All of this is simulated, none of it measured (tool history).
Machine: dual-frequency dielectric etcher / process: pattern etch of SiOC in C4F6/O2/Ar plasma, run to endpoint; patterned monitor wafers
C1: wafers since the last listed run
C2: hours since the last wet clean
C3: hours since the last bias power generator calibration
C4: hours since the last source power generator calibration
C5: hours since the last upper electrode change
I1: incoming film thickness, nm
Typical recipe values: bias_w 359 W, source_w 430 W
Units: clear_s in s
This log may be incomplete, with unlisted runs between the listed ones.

{"run": 1, "hour": 0.0, "bias_w": 359, "source_w": 430, "C1": 0, "C2": 297.9, "C3": 1788.6, "C4": 2341.3, "C5": 3202.4, "I1": 35.14, "clear_s": 12.9}
{"run": 2, "hour": 16.8, "bias_w": 359, "source_w": 430, "C1": 360, "C2": 314.7, "C3": 1805.4, "C4": 2358.1, "C5": 3219.2, "I1": 35.25, "clear_s": 12.6}
{"run": 3, "hour": 27.1, "bias_w": 312, "source_w": 430, "C1": 220, "C2": 325, "C3": 1815.7, "C4": 2368.4, "C5": 3229.5, "I1": 35.32, "clear_s": 13.4}
{"run": 4, "hour": 39.8, "bias_w": 312, "source_w": 430, "C1": 272, "C2": 337.7, "C3": 1828.4, "C4": 2381.1, "C5": 3242.2, "I1": 35.29, "clear_s": 13.1}
{"run": 5, "hour": 49.5, "bias_w": 312, "source_w": 430, "C1": 207, "C2": 347.4, "C3": 1838.1, "C4": 2390.8, "C5": 3251.9, "I1": 35.38, "clear_s": 13.1}
{"run": 6, "hour": 102.1, "bias_w": 359, "source_w": 470, "C1": 1127, "C2": 400, "C3": 1890.7, "C4": 2443.4, "C5": 3304.5, "I1": 35.21, "clear_s": 12.2}
{"run": 7, "hour": 112.2, "bias_w": 378, "source_w": 430, "C1": 216, "C2": 410.1, "C3": 1900.8, "C4": 2453.5, "C5": 3314.6, "I1": 34.99, "clear_s": 12.3}
{"run": 8, "hour": 128.5, "bias_w": 378, "source_w": 430, "C1": 349, "C2": 426.4, "C3": 1917.1, "C4": 2469.8, "C5": 3330.9, "I1": 34.91, "clear_s": 12.3}
{"run": 9, "hour": 145.6, "bias_w": 378, "source_w": 430, "C1": 366, "C2": 443.5, "C3": 1934.2, "C4": 2486.9, "C5": 3348, "I1": 35.14, "clear_s": 12.4}
{"run": 10, "hour": 152.2, "bias_w": 359, "source_w": 430, "C1": 141, "C2": 450.1, "C3": 1940.8, "C4": 2493.5, "C5": 3354.6, "I1": 35.34, "clear_s": 12.8}
{"run": 11, "hour": 163.3, "bias_w": 359, "source_w": 430, "C1": 237, "C2": 461.2, "C3": 1951.9, "C4": 2504.6, "C5": 3365.7, "I1": 34.68, "clear_s": 12.4}
{"run": 12, "hour": 180.9, "bias_w": 359, "source_w": 360, "C1": 377, "C2": 478.8, "C3": 1969.5, "C4": 2522.2, "C5": 3383.3, "I1": 35.14, "clear_s": 13.7}
{"hour": 201.6, "done": "source power generator calibrated"}
{"hour": 210.1, "done": "wet clean of the chamber"}
{"run": 13, "hour": 210.6, "bias_w": 359, "source_w": 430, "C1": 370, "C2": 0.5, "C3": 1999.2, "C4": 9, "C5": 3413, "I1": 34.8, "clear_s": 12.9}
{"run": 14, "hour": 210.9, "bias_w": 359, "source_w": 430, "C1": 6, "C2": 0.8, "C3": 1999.5, "C4": 9.3, "C5": 3413.3, "I1": 35, "clear_s": 13.1}
{"run": 15, "hour": 213.8, "bias_w": 359, "source_w": 430, "C1": 62, "C2": 3.7, "C3": 2002.4, "C4": 12.2, "C5": 3416.2, "I1": 34.8, "clear_s": 13.1}
{"hour": 249.1, "done": "upper electrode replaced"}
{"run": 16, "hour": 267.1, "bias_w": 359, "source_w": 430, "C1": 628, "C2": 57, "C3": 2055.7, "C4": 65.5, "C5": 18, "I1": 35.32, "clear_s": 13.1}
{"hour": 271.8, "done": "bias power generator calibrated"}
{"run": 17, "hour": 280.4, "bias_w": 359, "source_w": 430, "C1": 199, "C2": 70.3, "C3": 8.6, "C4": 78.8, "C5": 31.3, "I1": 35.19, "clear_s": 13.1}
{"run": 18, "hour": 296.1, "bias_w": 359, "source_w": 430, "C1": 336, "C2": 86, "C3": 24.3, "C4": 94.5, "C5": 47, "I1": 35.06, "clear_s": 13}
{"run": 19, "hour": 336.2, "bias_w": 359, "source_w": 390, "C1": 859, "C2": 126.1, "C3": 64.4, "C4": 134.6, "C5": 87.1, "I1": 34.99, "clear_s": 13.5}
{"run": 20, "hour": 345.3, "bias_w": 359, "source_w": 430, "C1": 195, "C2": 135.2, "C3": 73.5, "C4": 143.7, "C5": 96.2, "I1": 35.09, "clear_s": 13}
{"run": 21, "hour": 351.4, "bias_w": 359, "source_w": 460, "C1": 130, "C2": 141.3, "C3": 79.6, "C4": 149.8, "C5": 102.3, "I1": 34.98, "clear_s": 12.5}
{"run": 22, "hour": 360.3, "bias_w": 276, "source_w": 390, "C1": 190, "C2": 150.2, "C3": 88.5, "C4": 158.7, "C5": 111.2, "I1": 34.92, "clear_s": 14.3}
{"run": 23, "hour": 367.5, "bias_w": 430, "source_w": 330, "C1": 154, "C2": 157.4, "C3": 95.7, "C4": 165.9, "C5": 118.4, "I1": 35.05, "clear_s": 14.1}
{"run": 24, "hour": 379.8, "bias_w": 359, "source_w": 520, "C1": 263, "C2": 169.7, "C3": 108, "C4": 178.2, "C5": 130.7, "I1": 35.06, "clear_s": 11.7}
{"run": 25, "hour": 392.4, "bias_w": 447, "source_w": 490, "C1": 270, "C2": 182.3, "C3": 120.6, "C4": 190.8, "C5": 143.3, "I1": 35, "clear_s": 11.5}
{"run": 26, "hour": 409.7, "bias_w": 359, "source_w": 510, "C1": 370, "C2": 199.6, "C3": 137.9, "C4": 208.1, "C5": 160.6, "I1": 35.04, "clear_s": 11.8}
{"run": 27, "hour": 417.8, "bias_w": 281, "source_w": 430, "C1": 173, "C2": 207.7, "C3": 146, "C4": 216.2, "C5": 168.7, "I1": 35.11, "clear_s": 13.6}
{"run": 28, "hour": 453.9, "bias_w": 359, "source_w": 350, "C1": 773, "C2": 243.8, "C3": 182.1, "C4": 252.3, "C5": 204.8, "I1": 35.01, "clear_s": 14}
{"run": 29, "hour": 469.5, "bias_w": 274, "source_w": 400, "C1": 334, "C2": 259.4, "C3": 197.7, "C4": 267.9, "C5": 220.4, "I1": 35.18, "clear_s": 14.1}
{"run": 30, "hour": 476.8, "bias_w": 383, "source_w": 470, "C1": 156, "C2": 266.7, "C3": 205, "C4": 275.2, "C5": 227.7, "I1": 35.18, "clear_s": 12.2}

List, for all runs, the conditions of the tool that the log does not record:
bias power that arrives over what is set, %: 0 across all the runs
source power that arrives over what is set, %: 0 across all the runs
H1: etch rate over this chamber's usual, %
run=1 H1=2.75
run=2 H1=2.91
run=3 H1=3
run=4 H1=3.12
run=5 H1=3.21
run=6 H1=3.7
run=7 H1=3.8
run=8 H1=3.95
run=9 H1=4.11
run=10 H1=4.17
run=11 H1=4.27
run=12 H1=4.44
run=13 H1=0.142
run=14 H1=0.145
run=15 H1=0.172
run=16 H1=0.669
run=17 H1=0.793
run=18 H1=0.939
run=19 H1=1.31
run=20 H1=1.4
run=21 H1=1.46
run=22 H1=1.54
run=23 H1=1.61
run=24 H1=1.72
run=25 H1=1.84
run=26 H1=2
run=27 H1=2.07
run=28 H1=2.41
run=29 H1=2.56
run=30 H1=2.62
